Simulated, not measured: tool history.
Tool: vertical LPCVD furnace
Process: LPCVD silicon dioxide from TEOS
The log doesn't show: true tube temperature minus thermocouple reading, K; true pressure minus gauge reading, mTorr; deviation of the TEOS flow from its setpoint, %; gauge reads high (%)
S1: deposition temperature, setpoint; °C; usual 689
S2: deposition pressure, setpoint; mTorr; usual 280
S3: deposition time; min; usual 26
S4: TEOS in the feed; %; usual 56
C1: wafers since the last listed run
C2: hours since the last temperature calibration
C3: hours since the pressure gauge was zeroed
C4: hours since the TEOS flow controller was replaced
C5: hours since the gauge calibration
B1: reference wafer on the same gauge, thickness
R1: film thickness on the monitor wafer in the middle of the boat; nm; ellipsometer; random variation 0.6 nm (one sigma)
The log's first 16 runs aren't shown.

run,hour,S1,S2,S3,S4,C1,C2,C3,C4,C5,B1,R1
17,431,689,280,26,56,433,61.3,214,55.1,353.8,103.13,128.87
18,453.8,689,280,18,56,406,84.1,236.8,77.9,376.6,102.85,89.73
19,476.6,689,280,26,56,406,106.9,259.6,100.7,399.4,102.93,129.48
20,506.1,689,280,26,56,525,136.4,289.1,130.2,428.9,103.14,131.86
21,527.7,689,280,26,56,384,158,310.7,151.8,450.5,103.09,131.84
22,547.9,689,345,26,56,360,178.2,330.9,172,470.7,103.03,146.24
23,581.3,689,250,26,61,595,211.6,364.3,205.4,504.1,102.86,130.67
24,598.3,679,255,26,56,303,228.6,381.3,222.4,521.1,102.95,99.38
25,620.5,689,280,19,56,395,250.8,403.5,244.6,543.3,102.92,96.71
26,636.3,697,235,26,56,281,266.6,419.3,260.4,559.1,102.93,146.35
27,658.3,693,280,26,56,392,288.6,441.3,282.4,581.1,103.02,145.72
28,693.2,689,280,26,47,622,323.5,476.2,317.3,616,103.25,121.91
29,720.8,682,240,29.5,59,491,351.1,503.8,344.9,643.6,102.83,120.96
30,749.1,689,280,26,56,504,379.4,532.1,373.2,671.9,102.97,134.7

5 ways to go on from here, each from the tool as it stands after run 30. What would each give?
A,752.4,689,280,17.5,56,58,382.7,535.4,376.5,675.2,?,?
B,752.4,689,280,22,56,58,382.7,535.4,376.5,675.2,?,?
C,752.4,681,300,23,50,58,382.7,535.4,376.5,675.2,?,?
D,752.4,689,280,26,66,58,382.7,535.4,376.5,675.2,?,?
E,752.4,678,280,30,56,58,382.7,535.4,376.5,675.2,?,?

run,B1,R1
A,103,89.56
B,103,112.59
C,103,95.09
D,103,144.45
E,103,117.94
Without the tool's hidden state the same runs would have given:
run,R1
A,85.28
B,107.21
C,90.48
D,137.55
E,112.18

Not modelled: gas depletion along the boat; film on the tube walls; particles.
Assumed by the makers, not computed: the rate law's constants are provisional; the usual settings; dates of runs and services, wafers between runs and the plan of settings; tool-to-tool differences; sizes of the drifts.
